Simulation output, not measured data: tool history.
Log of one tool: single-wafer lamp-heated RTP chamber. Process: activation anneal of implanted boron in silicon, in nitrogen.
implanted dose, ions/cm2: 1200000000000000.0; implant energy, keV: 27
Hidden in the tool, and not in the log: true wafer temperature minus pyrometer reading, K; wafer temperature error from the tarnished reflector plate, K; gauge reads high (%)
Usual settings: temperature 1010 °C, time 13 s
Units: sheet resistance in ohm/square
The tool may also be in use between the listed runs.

run	hour	temperature	time	wafers since the last listed run	wafers since the last pyrometer calibration	wafers since the reflector plate was cleaned	hours since the gauge calibration	read-back reference wafer on the same gauge, sheet resistance	sheet resistance
1	0	998	13	0	683	513	316.9	87.11	107.37
2	124.3	998	13	1232	1916	1746	441.2	87.41	108.08
3	209.3	1010	16	843	2759	2589	526.2	87.6	103.34
# hour 270.4: pyrometer window cleaned and pyrometer calibrated
4	306	1010	16	879	353	3469	622.9	88.03	104.44
5	388.6	1010	16	819	1172	4289	705.5	88.55	104.51
6	458.8	1010	13	696	1868	4985	775.7	88.48	105.52
# hour 475.9: gauge calibrated
# hour 541.6: reflector plate cleaned
7	546.7	1010	13	792	2661	50	70.8	86.03	101.84
8	593.4	1010	13	463	3124	514	117.5	86.24	102.01
9	652.6	995	16	587	3711	1101	176.7	86.41	106.42
10	701.1	1031	21	481	4192	1582	225.2	86.47	99.11
# hour 725.5: pyrometer window cleaned and pyrometer calibrated
11	760.7	994	6	511	349	2094	284.8	86.72	111.09
12	855.9	1039	13	944	1293	3038	380	87.16	101.13
13	906.5	1010	16	501	1795	3540	430.6	87.38	103.92
14	963.8	1010	13	568	2363	4108	487.9	87.62	104.02
15	1026.8	1010	16	624	2988	4733	550.9	87.58	104.18
16	1096	1037	11	686	3675	5419	620.1	87.82	100.85

Measured less the same run without the tool's hidden state. The same run-to-run variation is in both; the gauge's scatter may not be:
run	sheet resistance
1	+1.18
2	+1.71
3	+1.98
4	+2.39
5	+2.72
6	+3.02
7	+0.07
8	+0.26
9	+0.52
10	+0.68
11	+1.02
12	+1.3
13	+1.55
14	+1.78
15	+2.04
16	+2.24
